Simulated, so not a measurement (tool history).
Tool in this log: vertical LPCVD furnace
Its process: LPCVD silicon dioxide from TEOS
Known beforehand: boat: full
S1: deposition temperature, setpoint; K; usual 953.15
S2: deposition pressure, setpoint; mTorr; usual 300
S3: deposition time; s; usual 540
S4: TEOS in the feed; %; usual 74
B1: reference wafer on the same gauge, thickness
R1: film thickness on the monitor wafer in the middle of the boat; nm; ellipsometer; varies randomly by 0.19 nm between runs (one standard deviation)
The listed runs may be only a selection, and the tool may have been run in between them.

run	day	S1	S2	S3	S4	B1	R1
1	0.000	953.15	300	540	74	43.05	42.15
2	1.112	953.15	300	540	74	43.06	42.42
3	3.575	953.15	300	540	74	43.13	42.10
4	6.250	953.15	300	540	74	43.11	41.84
5	7.796	953.15	300	540	74	43.16	42.26
6	10.000	953.15	300	540	74	43.17	42.39
# day 10.692: gauge calibrated
7	12.812	948.15	300	600	74	42.64	41.05
8	15.175	953.15	300	540	74	42.82	41.74
# day 18.129: TEOS flow controller replaced
9	18.150	941.15	225	660	74	42.93	33.32
10	19.167	963.15	265	750	74	42.99	69.35
# day 21.538: pressure gauge zeroed
# day 22.767: thermocouples replaced and temperature profile calibrated
11	27.283	958.15	225	390	74	43.11	29.97
# day 28.050: gauge calibrated
12	28.662	941.15	225	660	74	42.41	32.92
13	30.367	943.15	300	690	74	42.56	41.40
14	31.512	961.15	265	540	74	42.66	47.82

Each row is a separate what-if for the run after 14, all from the same tool condition, not one after another. Results?
A	31.688	953.15	300	540	80	?	?
B	31.688	963.15	300	390	80	?	?
C	31.688	947.15	270	540	74	?	?

run	B1	R1
A	42.55	43.24
B	42.55	39.70
C	42.55	34.07
Stripped of hidden state, with their random variation kept, the same runs would have yielded:
run	R1
A	42.89
B	39.37
C	33.80
